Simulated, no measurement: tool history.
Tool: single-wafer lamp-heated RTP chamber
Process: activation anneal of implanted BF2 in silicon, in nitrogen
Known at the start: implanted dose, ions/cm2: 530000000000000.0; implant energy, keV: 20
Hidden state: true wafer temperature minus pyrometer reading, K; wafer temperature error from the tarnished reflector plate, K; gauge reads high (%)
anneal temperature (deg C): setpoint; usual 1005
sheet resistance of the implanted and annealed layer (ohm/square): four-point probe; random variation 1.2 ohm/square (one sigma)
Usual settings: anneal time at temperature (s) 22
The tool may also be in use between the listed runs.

run   hour  anneal temperature (deg C)  anneal time at temperature (s)  wafers since the last listed run  wafers since the last pyrometer calibration  wafers since the reflector plate was cleaned  hours since the gauge calibration  read-back reference wafer on the same gauge, sheet resistance  sheet resistance of the implanted and annealed layer (ohm/square)
  1    0.0                        1005                              15                                 0                                         2573                                         10342                              532.6                                                         233.06                                                             282.23
  2   54.7                        1005                              15                               776                                         3350                                         11118                              587.3                                                         232.99                                                             278.82
  3   77.0                        1005                              31                               316                                         3666                                         11435                              609.6                                                         233.01                                                             270.01
  4   99.1                        1005                              31                               313                                         3980                                         11748                              631.7                                                         233.01                                                             270.91
  5  118.6                        1005                              31                               276                                         4257                                         12025                              651.2                                                         233.21                                                             269.57
     152.9  -- pyrometer window cleaned and pyrometer calibrated
  6  153.9                         984                              22                               387                                           13                                         12413                              686.5                                                         233.13                                                             294.72
  7  182.6                         984                              22                               407                                          421                                         12820                              715.2                                                         233.13                                                             295.28
  8  218.3                         984                              22                               506                                          928                                         13327                              750.9                                                         233.04                                                             295.65
  9  247.0                        1005                              22                               407                                         1335                                         13735                              779.6                                                         233.01                                                             278.59
     269.0  -- gauge calibrated
 10  275.1                        1005                              22                               398                                         1734                                         14133                                6.1                                                         233.04                                                             274.81
 11  304.9                        1005                              22                               423                                         2157                                         14556                               35.9                                                         232.85                                                             279.17
 12  319.4                        1005                              22                               205                                         2363                                         14762                               50.4                                                         232.91                                                             275.55
     332.2  -- reflector plate cleaned
 13  333.0                        1013                              22                                79                                         2442                                            10                               64.0                                                         233.01                                                             274.18
 14  367.8                        1013                              22                               494                                         2936                                           504                               98.8                                                         233.06                                                             274.28
 15  394.2                         984                              32                               374                                         3311                                           879                              125.2                                                         232.86                                                             284.12
 16  428.6                        1018                               9                               488                                         3800                                          1368                              159.6                                                         233.11                                                             278.36
 17  461.3                        1005                              22                               464                                         4264                                          1832                              192.3                                                         233.05                                                             275.76
 18  476.5                        1015                              22                               215                                         4480                                          2048                              207.5                                                         232.85                                                             267.94
 19  507.8                        1005                              22                               444                                         4924                                          2492                              238.8                                                         233.15                                                             273.51
     518.9  -- pyrometer window cleaned and pyrometer calibrated
 20  530.6                         977                              13                               210                                          165                                          2702                              261.6                                                         233.20                                                             309.06
 21  595.5                        1023                              28                               921                                         1087                                          3623                              326.5                                                         233.17                                                             267.02
 22  622.3                         988                              17                               380                                         1467                                          4004                              353.3                                                         233.03                                                             290.18
 23  643.1                        1026                              22                               295                                         1762                                          4299                              374.1                                                         233.05                                                             267.69
 24  668.6                         982                              11                               362                                         2124                                          4661                              399.6                                                         233.02                                                             302.71
 25  684.1                        1005                              22                               220                                         2344                                          4881                              415.1                                                         233.01                                                             276.79
 26  710.8                        1020                              22                               379                                         2724                                          5260                              441.8                                                         232.96                                                             267.83
 27  727.3                        1005                              22                               234                                         2958                                          5494                              458.3                                                         232.97                                                             273.93
 28  745.1                        1034                              22                               252                                         3210                                          5747                              476.1                                                         233.06                                                             261.44
 29  778.1                         979                              10                               468                                         3679                                          6216                              509.1                                                         232.96                                                             300.39

Some steps in sheet resistance of the implanted and annealed layer (ohm/square) between neighbouring runs. How much of each would the tool show without its hidden state too (settings, what came in, random variation), and how much is left for the hidden state, with any gauge scatter that isn't in both results?
Run 5 -> 6: anneal temperature (deg C) 1005 -> 984, anneal time at temperature (s) 31 -> 22, pyrometer window cleaned and pyrometer calibrated. sheet resistance of the implanted and annealed layer (ohm/square) +25.15: hidden state +5.40, all else +19.75.
Run 20 -> 21: anneal temperature (deg C) 977 -> 1023, anneal time at temperature (s) 13 -> 28. sheet resistance of the implanted and annealed layer (ohm/square) -42.04: hidden state +1.57, all else -43.61.
Run 28 -> 29: anneal temperature (deg C) 1034 -> 979, anneal time at temperature (s) 22 -> 10. sheet resistance of the implanted and annealed layer (ohm/square) +38.95: hidden state -8.60, all else +47.55.
